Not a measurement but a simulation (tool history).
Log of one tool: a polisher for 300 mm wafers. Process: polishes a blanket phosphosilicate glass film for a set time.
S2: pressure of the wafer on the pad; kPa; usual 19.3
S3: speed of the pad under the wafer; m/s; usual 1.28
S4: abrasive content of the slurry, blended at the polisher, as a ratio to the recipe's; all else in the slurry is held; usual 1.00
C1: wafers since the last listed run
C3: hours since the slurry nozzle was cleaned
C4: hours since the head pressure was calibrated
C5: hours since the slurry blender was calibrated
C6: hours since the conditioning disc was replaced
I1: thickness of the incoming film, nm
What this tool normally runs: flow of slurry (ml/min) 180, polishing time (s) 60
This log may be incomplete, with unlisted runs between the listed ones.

Run 1, hour 0.0: usual settings; C1 0; wafers polished on this pad 1682; C3 896.2; C4 913.4; C5 255.0; C6 112.3; I1 2799.6. Result: film removed (Å) 4509.
At hour 10.5: slurry nozzle cleaned.
At hour 28.5: head pressure recalibrated.
Run 2, hour 69.0: usual settings; C1 576; wafers polished on this pad 2258; C3 58.5; C4 40.5; C5 324.0; C6 181.3; I1 2840.3. Result: film removed (Å) 4495.
Run 3, hour 135.1: usual settings; C1 577; wafers polished on this pad 2835; C3 124.6; C4 106.6; C5 390.1; C6 247.4; I1 2780.5. Result: film removed (Å) 4644.
At hour 148.4: slurry blender recalibrated.
Run 4, hour 197.7: usual settings; C1 529; wafers polished on this pad 3365; C3 187.2; C4 169.2; C5 49.3; C6 310.0; I1 2857.6. Result: film removed (Å) 4488.
At hour 203.3: conditioning disc replaced and pad reconditioned.
At hour 216.8: worn pad replaced by a new one.
Run 5, hour 235.1: usual settings but flow of slurry (ml/min) 215; C1 274; wafers polished on this pad 160; C3 224.6; C4 206.6; C5 86.7; C6 31.8; I1 2830.9. Result: film removed (Å) 4831.
Run 6, hour 302.3: usual settings; C1 586; wafers polished on this pad 746; C3 291.8; C4 273.8; C5 153.9; C6 99.0; I1 2826.0. Result: film removed (Å) 4663.
Run 7, hour 341.2: usual settings; C1 339; wafers polished on this pad 1086; C3 330.7; C4 312.7; C5 192.8; C6 137.9; I1 2878.3. Result: film removed (Å) 4687.
Run 8, hour 368.8: usual settings but S2 24.8 kPa, polishing time (s) 70; C1 241; wafers polished on this pad 1327; C3 358.3; C4 340.3; C5 220.4; C6 165.5; I1 2830.6. Result: film removed (Å) 7107.
Run 9, hour 401.8: usual settings but S2 24.8 kPa, S3 1.42 m/s, S4 0.80, polishing time (s) 52; C1 288; wafers polished on this pad 1615; C3 391.3; C4 373.3; C5 253.4; C6 198.5; I1 2876.5. Result: film removed (Å) 4863.
At hour 479.3: slurry blender recalibrated.
Run 10, hour 480.1: usual settings but polishing time (s) 67; C1 666; wafers polished on this pad 2282; C3 469.6; C4 451.6; C5 0.8; C6 276.8; I1 2826.9. Result: film removed (Å) 4951.
Run 11, hour 541.2: usual settings; C1 533; wafers polished on this pad 2815; C3 530.7; C4 512.7; C5 61.9; C6 337.9; I1 2842.6. Result: film removed (Å) 4504.
Run 12, hour 594.6: usual settings but S4 0.75; C1 466; wafers polished on this pad 3281; C3 584.1; C4 566.1; C5 115.3; C6 391.3; I1 2825.3. Result: film removed (Å) 3864.
At hour 605.5: worn pad replaced by a new one.
At hour 621.9: conditioning disc replaced and pad reconditioned.
Run 13, hour 658.3: usual settings but S2 23.4 kPa, S3 1.44 m/s, S4 0.85, polishing time (s) 54; C1 503; wafers polished on this pad 444; C3 647.8; C4 629.8; C5 179.0; C6 36.4; I1 2889.6. Result: film removed (Å) 5102.
Run 14, hour 694.4: usual settings but polishing time (s) 48; C1 315; wafers polished on this pad 759; C3 683.9; C4 665.9; C5 215.1; C6 72.5; I1 2852.1. Result: film removed (Å) 3785.
Run 15, hour 733.2: usual settings but S4 1.30, polishing time (s) 76; C1 338; wafers polished on this pad 1098; C3 722.7; C4 704.7; C5 253.9; C6 111.3; I1 2891.9. Result: film removed (Å) 6545.
Run 16, hour 771.0: usual settings; C1 330; wafers polished on this pad 1428; C3 760.5; C4 742.5; C5 291.7; C6 149.1; I1 2791.2. Result: film removed (Å) 4617.
At hour 815.3: slurry nozzle cleaned.
Run 17, hour 822.3: usual settings but S3 1.42 m/s, S4 0.85; C1 439; wafers polished on this pad 1867; C3 7.0; C4 793.8; C5 343.0; C6 200.4; I1 2840.7. Result: film removed (Å) 4518.
At hour 852.8: slurry blender recalibrated.
Run 18, hour 853.3: usual settings; C1 253; wafers polished on this pad 2120; C3 38.0; C4 824.8; C5 0.5; C6 231.4; I1 2782.7. Result: film removed (Å) 4342.
Run 19, hour 925.0: usual settings but S3 1.54 m/s; C1 626; wafers polished on this pad 2746; C3 109.7; C4 896.5; C5 72.2; C6 303.1; I1 2829.2. Result: film removed (Å) 5239.
Run 20, hour 982.4: usual settings but S3 1.56 m/s, polishing time (s) 44; C1 501; wafers polished on this pad 3248; C3 167.1; C4 953.9; C5 129.6; C6 360.5; I1 2852.0. Result: film removed (Å) 3851.
At hour 990.7: worn pad replaced by a new one.
At hour 1005.8: head pressure recalibrated.
At hour 1015.1: conditioning disc replaced and pad reconditioned.
Run 21, hour 1015.6: usual settings but S3 0.88 m/s, S4 0.85; C1 220; wafers polished on this pad 182; C3 200.3; C4 9.8; C5 162.8; C6 0.5; I1 2800.7. Result: film removed (Å) 3272.
Run 22, hour 1077.1: usual settings but S2 15.2 kPa; C1 537; wafers polished on this pad 719; C3 261.8; C4 71.3; C5 224.3; C6 62.0; I1 2888.2. Result: film removed (Å) 3727.
Run 23, hour 1112.6: usual settings but flow of slurry (ml/min) 150; C1 310; wafers polished on this pad 1029; C3 297.3; C4 106.8; C5 259.8; C6 97.5; I1 2819.1. Result: film removed (Å) 4545.
Run 24, hour 1180.6: usual settings but S3 1.00 m/s, polishing time (s) 73; C1 593; wafers polished on this pad 1622; C3 365.3; C4 174.8; C5 327.8; C6 165.5; I1 2779.6. Result: film removed (Å) 4562.
At hour 1226.4: slurry blender recalibrated.
Run 25, hour 1250.5: usual settings but flow of slurry (ml/min) 120, S2 12.4 kPa; C1 592; wafers polished on this pad 2215; C3 435.2; C4 244.7; C5 24.1; C6 235.4; I1 2849.7. Result: film removed (Å) 2864.

Consider 4 possible next runs. They are alternatives, not a sequence: every one starts from the tool as it was left by run 25. What does each give?
Run A, hour 1250.9: usual settings but S2 13.1 kPa; C1 3; wafers polished on this pad 2219; C3 435.6; C4 245.1; C5 24.5; C6 235.8; I1 2897.3. Result: film removed (Å) ?.
Run B, hour 1250.9: usual settings but S2 22.1 kPa, S3 1.46 m/s, polishing time (s) 79; C1 3; wafers polished on this pad 2219; C3 435.6; C4 245.1; C5 24.5; C6 235.8; I1 2897.3. Result: film removed (Å) ?.
Run C, hour 1250.9: usual settings but S2 12.4 kPa, S4 0.85; C1 3; wafers polished on this pad 2219; C3 435.6; C4 245.1; C5 24.5; C6 235.8; I1 2897.3. Result: film removed (Å) ?.
Run D, hour 1250.9: usual settings but flow of slurry (ml/min) 225, polishing time (s) 77; C1 3; wafers polished on this pad 2219; C3 435.6; C4 245.1; C5 24.5; C6 235.8; I1 2897.3. Result: film removed (Å) ?.

run  film removed (Å)
  A              3101
  B              7640
  C              2699
  D              5994
Without the tool's hidden state the same runs would have given:
run  film removed (Å)
  A              3295
  B              8117
  C              2867
  D              6369

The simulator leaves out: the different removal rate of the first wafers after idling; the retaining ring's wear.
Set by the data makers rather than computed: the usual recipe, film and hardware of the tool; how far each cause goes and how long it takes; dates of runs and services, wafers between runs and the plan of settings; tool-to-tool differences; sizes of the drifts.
